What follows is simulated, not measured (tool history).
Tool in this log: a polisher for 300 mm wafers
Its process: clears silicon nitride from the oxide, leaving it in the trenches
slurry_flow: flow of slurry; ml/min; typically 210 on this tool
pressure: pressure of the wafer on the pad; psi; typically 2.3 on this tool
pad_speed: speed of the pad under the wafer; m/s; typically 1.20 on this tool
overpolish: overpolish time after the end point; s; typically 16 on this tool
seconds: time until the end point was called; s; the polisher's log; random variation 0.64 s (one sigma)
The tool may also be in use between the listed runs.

| run | hour | slurry_flow | pressure | pad_speed | overpolish | wafers since the last listed run | wafers polished on this pad | hours since the slurry nozzle was cleaned | hours since the head pressure was calibrated | incoming thickness of the incoming film, nm | seconds |
|---|---|---|---|---|---|---|---|---|---|---|---|
| 1 | 0.0 | 210 | 2.3 | 1.20 | 16 | 0 | 522 | 583.7 | 672.6 | 65.8 | 68.1 |
| 2 | 16.2 | 210 | 2.3 | 1.20 | 16 | 204 | 726 | 599.9 | 688.8 | 65.9 | 67.2 |
| 3 | 35.3 | 210 | 2.3 | 1.20 | 16 | 241 | 968 | 619.0 | 707.9 | 65.2 | 69.6 |
|  | 56.9 | worn pad replaced by a new one |
| 4 | 67.8 | 210 | 1.7 | 1.20 | 16 | 359 | 137 | 651.5 | 740.4 | 65.0 | 82.2 |
| 5 | 84.0 | 210 | 2.3 | 0.94 | 13 | 204 | 342 | 667.7 | 756.6 | 64.6 | 81.9 |
| 6 | 117.8 | 210 | 2.3 | 0.94 | 13 | 426 | 768 | 701.5 | 790.4 | 65.6 | 89.0 |
| 7 | 151.7 | 210 | 2.3 | 1.20 | 16 | 428 | 1197 | 735.4 | 824.3 | 65.9 | 74.7 |
|  | 158.4 | worn pad replaced by a new one |
| 8 | 169.0 | 210 | 2.3 | 1.34 | 16 | 167 | 133 | 752.7 | 841.6 | 65.0 | 59.5 |
| 9 | 202.7 | 210 | 2.3 | 1.34 | 16 | 425 | 559 | 786.4 | 875.3 | 64.2 | 61.7 |
|  | 211.9 | head pressure recalibrated |
|  | 216.0 | slurry nozzle cleaned |
| 10 | 235.8 | 155 | 2.3 | 1.20 | 16 | 380 | 939 | 19.8 | 23.9 | 64.7 | 69.4 |
| 11 | 250.4 | 210 | 3.0 | 1.20 | 22 | 184 | 1123 | 34.4 | 38.5 | 65.4 | 55.7 |
|  | 261.9 | worn pad replaced by a new one |
| 12 | 262.9 | 210 | 2.9 | 1.20 | 24 | 107 | 12 | 46.9 | 51.0 | 65.1 | 52.0 |
| 13 | 298.7 | 210 | 2.3 | 1.20 | 16 | 452 | 464 | 82.7 | 86.8 | 64.0 | 61.8 |
| 14 | 319.7 | 210 | 2.3 | 1.20 | 16 | 265 | 729 | 103.7 | 107.8 | 65.2 | 63.1 |
| 15 | 346.8 | 210 | 1.7 | 1.56 | 8 | 342 | 1071 | 130.8 | 134.9 | 65.2 | 64.5 |
|  | 359.3 | worn pad replaced by a new one |
| 16 | 361.0 | 210 | 2.3 | 1.04 | 16 | 128 | 21 | 145.0 | 149.1 | 65.0 | 73.2 |
| 17 | 387.8 | 210 | 2.3 | 1.20 | 16 | 338 | 359 | 171.8 | 175.9 | 65.1 | 63.1 |
| 18 | 420.6 | 210 | 2.7 | 1.32 | 16 | 414 | 773 | 204.6 | 208.7 | 64.6 | 52.4 |
|  | 478.8 | worn pad replaced by a new one |
| 19 | 495.9 | 210 | 2.3 | 0.82 | 16 | 900 | 216 | 279.9 | 284.0 | 64.8 | 90.7 |
| 20 | 519.6 | 210 | 2.9 | 1.20 | 22 | 299 | 515 | 303.6 | 307.7 | 64.9 | 52.6 |

How would selected steps in seconds from run to run divide? Give the signed amount a tool lacking its hidden state would still show from settings, what came in and random variation, and the signed amount left for the hidden state, including any gauge scatter that is not in both of the compared results.
The hidden state here: removal rate lost through wear of the pad, %; slurry flow missing at the pad, %; deviation of the head's pressure from its setpoint, %.
Run 7 -> 8: pad_speed 1.20 -> 1.34, worn pad replaced by a new one. seconds -15.2 s: hidden state -6.9, all else -8.3.
Run 11 -> 12: pressure 3.0 -> 2.9, overpolish 22 -> 24, worn pad replaced by a new one. seconds -3.7 s: hidden state -4.9, all else +1.2.
Run 18 -> 19: pressure 2.7 -> 2.3, pad_speed 1.32 -> 0.82, worn pad replaced by a new one. seconds +38.3 s: hidden state -0.8, all else +39.1.
Run 19 -> 20: pressure 2.3 -> 2.9, pad_speed 0.82 -> 1.20, overpolish 16 -> 22. seconds -38.1 s: hidden state -0.2, all else -37.9.
